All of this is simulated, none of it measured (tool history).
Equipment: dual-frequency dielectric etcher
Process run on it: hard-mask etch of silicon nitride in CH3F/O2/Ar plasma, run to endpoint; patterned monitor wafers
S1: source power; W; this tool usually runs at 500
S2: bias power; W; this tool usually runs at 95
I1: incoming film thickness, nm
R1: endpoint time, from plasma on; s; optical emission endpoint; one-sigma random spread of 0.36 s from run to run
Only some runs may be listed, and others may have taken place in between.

Run 1, hour 0: usual settings; I1 45.48. Result: R1 52.3 s.
Run 2, hour 36: usual settings; I1 45.87. Result: R1 53 s.
Run 3, hour 61.1: usual settings; I1 45.73. Result: R1 53.3 s.
Run 4, hour 92.5: usual settings; I1 45.84. Result: R1 52.8 s.
Run 5, hour 151.3: usual settings; I1 45.84. Result: R1 54 s.
Run 6, hour 212.9: usual settings; I1 45.77. Result: R1 53.4 s.
Run 7, hour 275.5: usual settings; I1 45.7. Result: R1 54.3 s.
Run 8, hour 317.2: usual settings; I1 45.61. Result: R1 55.2 s.
Run 9, hour 352.9: usual settings; I1 45.54. Result: R1 54.7 s.
Run 10, hour 378.6: usual settings; I1 45.6. Result: R1 54.5 s.
At hour 433.6: wet clean of the chamber.
Run 11, hour 542.9: usual settings; I1 45.61. Result: R1 52.6 s.
Run 12, hour 569.9: usual settings but S1 470 W; I1 45.13. Result: R1 54.2 s.
Run 13, hour 598.3: usual settings but S1 470 W; I1 45.76. Result: R1 55.1 s.
Run 14, hour 663.3: usual settings but S1 470 W; I1 45.75. Result: R1 55.1 s.
Run 15, hour 704.8: usual settings; I1 45.41. Result: R1 53.9 s.
Run 16, hour 759.2: usual settings; I1 45.56. Result: R1 54.3 s.
Run 17, hour 815.8: usual settings but S1 580 W, S2 82 W; I1 45.9. Result: R1 56.9 s.
At hour 855.9: wet clean of the chamber.
Run 18, hour 856.4: usual settings but S1 390 W, S2 83 W; I1 45.66. Result: R1 61.8 s.
At hour 920: source power generator calibrated.
Run 19, hour 920.5: usual settings; I1 45.72. Result: R1 53.1 s.
Run 20, hour 944.3: usual settings but S1 470 W; I1 45.38. Result: R1 53.8 s.
Run 21, hour 1012.2: usual settings; I1 45.64. Result: R1 54 s.
Run 22, hour 1054: usual settings but S1 450 W, S2 102 W; I1 45.63. Result: R1 53.9 s.
Run 23, hour 1112.5: usual settings; I1 45.46. Result: R1 54 s.
Run 24, hour 1182.2: usual settings but S1 560 W, S2 102 W; I1 45.51. Result: R1 50.4 s.
Run 25, hour 1224.4: usual settings but S1 440 W, S2 111 W; I1 45.51. Result: R1 52.6 s.
At hour 1257: upper electrode replaced.
At hour 1270.8: wet clean of the chamber.
At hour 1272.3: bias power generator calibrated.
Run 26, hour 1439.5: usual settings but S1 620 W, S2 72 W; I1 45.45. Result: R1 55.7 s.
Run 27, hour 1502: usual settings but S1 580 W, S2 71 W; I1 45.62. Result: R1 57.8 s.
Run 28, hour 1568.7: usual settings but S1 470 W, S2 105 W; I1 45.97. Result: R1 52.2 s.
Run 29, hour 1611.1: usual settings but S1 440 W, S2 85 W; I1 45.92. Result: R1 60.8 s.
Run 30, hour 1648.7: usual settings but S1 420 W, S2 102 W; I1 45.93. Result: R1 56.1 s.
At hour 1688.4: wet clean of the chamber.
Run 31, hour 1712.5: usual settings but S1 430 W; I1 45.67. Result: R1 55 s.
Run 32, hour 1756: usual settings; I1 45.52. Result: R1 52.7 s.
Run 33, hour 1848.9: usual settings but S2 108 W; I1 45.1. Result: R1 49 s.
Run 34, hour 1897.7: usual settings; I1 45.04. Result: R1 52.5 s.

A few steps of R1 between consecutive runs. Split each: what settings, incoming material and random variation would produce without the hidden state, and what is left over for the hidden state, along with gauge scatter present in only one of the two compared results (measured, and without hidden state):
The hidden state here: etch rate over this chamber's usual, %; source power that arrives over what is set, %; bias power that arrives over what is set, %.
Run 17 -> 18: S1 580 -> 390, S2 82 -> 83, wet clean of the chamber. R1 +4.9 s: hidden state -2.2, all else +7.1.
Run 18 -> 19: S1 390 -> 500, S2 83 -> 95, source power generator calibrated. R1 -8.7 s: hidden state +0.2, all else -8.9.
Run 25 -> 26: S1 440 -> 620, S2 111 -> 72, upper electrode replaced, wet clean of the chamber, bias power generator calibrated. R1 +3.1 s: hidden state -1.9, all else +5.
Run 27 -> 28: S1 580 -> 470, S2 71 -> 105. R1 -5.6 s: hidden state +0.3, all else -5.9.
Run 28 -> 29: S1 470 -> 440, S2 105 -> 85. R1 +8.6 s: hidden state +0.5, all else +8.1.
Run 30 -> 31: S1 420 -> 430, S2 102 -> 95, wet clean of the chamber. R1 -1.1 s: hidden state -2, all else +0.9.

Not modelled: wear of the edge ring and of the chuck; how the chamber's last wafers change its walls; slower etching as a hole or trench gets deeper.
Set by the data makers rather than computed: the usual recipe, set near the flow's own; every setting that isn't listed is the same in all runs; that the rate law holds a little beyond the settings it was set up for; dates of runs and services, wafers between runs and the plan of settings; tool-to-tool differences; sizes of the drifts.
